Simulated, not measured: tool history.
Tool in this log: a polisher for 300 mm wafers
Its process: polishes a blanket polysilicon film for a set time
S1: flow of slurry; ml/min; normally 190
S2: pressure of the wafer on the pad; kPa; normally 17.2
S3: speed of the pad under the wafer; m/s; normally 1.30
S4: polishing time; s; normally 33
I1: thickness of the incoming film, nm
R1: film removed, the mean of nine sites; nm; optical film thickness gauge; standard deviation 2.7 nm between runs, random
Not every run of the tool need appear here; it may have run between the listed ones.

run	hour	S1	S2	S3	S4	I1	R1
1	0.0	210	17.2	1.30	33	1560.9	326.0
2	25.5	190	17.2	1.04	33	1572.0	253.7
# hour 32.2: head pressure recalibrated
# hour 93.3: worn pad replaced by a new one
3	97.7	190	15.2	1.30	33	1590.9	284.8
4	116.9	190	15.2	1.30	33	1574.6	283.0
5	137.3	190	15.2	1.30	33	1564.4	285.0
6	164.0	190	17.2	1.30	33	1553.2	314.2
7	178.3	190	17.2	1.30	33	1589.0	318.8
# hour 179.3: slurry nozzle cleaned
8	209.4	190	17.2	1.30	33	1579.8	322.7
9	237.7	190	17.2	1.30	33	1593.2	324.1
10	262.5	190	17.2	1.30	33	1565.5	323.4
11	280.4	190	17.2	1.30	33	1558.0	319.2
# hour 308.7: worn pad replaced by a new one
12	309.2	190	17.2	0.98	33	1557.5	240.2
13	322.4	190	17.2	0.98	33	1571.9	244.6
# hour 334.2: head pressure recalibrated
14	347.6	190	17.2	1.30	33	1577.1	320.8
15	359.9	250	12.4	1.44	33	1590.1	269.9
16	379.3	190	17.2	1.30	33	1568.5	321.5
17	393.2	145	17.2	1.30	33	1554.7	309.7
18	445.5	190	17.2	1.30	33	1562.3	322.2
19	476.0	235	12.4	1.50	44	1569.0	375.6
# hour 494.3: worn pad replaced by a new one
20	511.8	220	20.0	0.90	27	1590.1	216.4
21	540.1	190	17.2	1.30	33	1568.5	319.3
22	565.0	190	17.2	1.30	33	1550.8	317.8
23	595.1	145	23.4	1.68	43	1583.6	689.7
24	610.4	190	12.4	1.30	33	1560.8	236.5
25	635.4	190	17.2	1.14	40	1551.4	341.2
# hour 647.6: head pressure recalibrated
26	667.5	190	17.2	1.30	41	1583.3	402.6
27	681.2	190	17.2	1.30	23	1567.3	222.2
# hour 690.8: worn pad replaced by a new one
28	701.9	190	17.2	0.94	33	1546.0	234.6
29	714.5	240	21.4	1.70	41	1557.7	668.2
30	732.5	190	17.2	1.30	33	1574.5	321.5
31	747.4	190	17.2	1.68	23	1575.7	291.0
32	762.7	190	17.2	1.30	33	1547.1	315.6
33	797.4	190	17.2	1.30	33	1545.1	319.9
34	832.4	190	17.2	1.30	33	1540.2	318.6
35	853.3	190	13.1	1.08	22	1596.6	136.6
# hour 878.5: worn pad replaced by a new one
36	887.3	145	17.2	1.06	33	1571.7	249.3
37	915.9	220	23.4	1.70	26	1576.6	448.2

For each run, what was the tool's unlogged condition?
removal rate lost through wear of the pad, %: 0, the same for each run
slurry flow missing at the pad, %: 0, the same for each run
deviation of the head's pressure from its setpoint, %: 0, the same for each run
